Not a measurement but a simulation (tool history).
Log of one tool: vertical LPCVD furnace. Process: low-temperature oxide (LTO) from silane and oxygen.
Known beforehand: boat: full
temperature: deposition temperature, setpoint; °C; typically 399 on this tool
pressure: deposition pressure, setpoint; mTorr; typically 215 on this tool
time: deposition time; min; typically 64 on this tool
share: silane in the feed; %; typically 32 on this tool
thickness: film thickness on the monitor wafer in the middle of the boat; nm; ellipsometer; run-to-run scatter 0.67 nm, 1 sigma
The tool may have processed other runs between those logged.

run    day  temperature  pressure  time  share  read-back reference wafer on the same gauge, thickness  thickness
  1      0          399       215    64     32                                                  385.01     420.15
  2  0.683          399       215    64     32                                                  385.01     420.25
  3  1.275          399       215    64     27                                                  384.92     324.77
  4  1.662          399       215    64     27                                                  384.95     323.96
  5  1.921          399       215    58     32                                                  385.07     380.56
  6  2.292          399       255    64     32                                                  385.08     498.98
     3.438  -- thermocouples replaced and temperature profile calibrated
  7  3.458          399       255    64     32                                                  385.06      496.7
  8  3.642          399       255    64     32                                                  385.04      496.6
     4.512  -- silane flow controller replaced
  9  4.533          399       215    64     32                                                  385.02     442.69
 10  4.717          399       215    64     32                                                  384.95     441.09
 11    4.9          399       250    76     32                                                  385.09     609.17
 12   5.35          399       265    44     32                                                  385.12     373.18
 13  5.925          402       260  87.5     26                                                  384.99     553.06
     6.333  -- gauge calibrated
 14  6.362          399       215    64     32                                                  385.08     439.26
     7.675  -- pressure gauge zeroed
 15  7.696          399       215    64     32                                                  384.99     440.04
 16  7.875          407       215    64     28                                                  384.99     397.34
 17  8.058          399       215    64     32                                                  384.99     439.54
 18  8.346          399       215    64     32                                                  385.04     441.25
 19  8.962          399       215    87     32                                                  385.06     598.66
 20  9.596          399       200    82     29                                                  385.11     453.84
 21   10.6          395       255    54     38                                                  384.96      529.6

Branching from run 21: 3 alternative next runs. What would each branch give?
  A  10.788          399       215    64     32                                                       ?          ?
  B  10.788          407       195    77     35                                                       ?          ?
  C  10.788          395       190    83     27                                                       ?          ?

run  read-back reference wafer on the same gauge, thickness  thickness
  A                                                  385.19     438.98
  B                                                  385.19     594.17
  C                                                  385.19     371.87
What these runs would have given with no unlogged condition in the tool:
run  thickness
  A     443.95
  B     600.14
  C      376.8
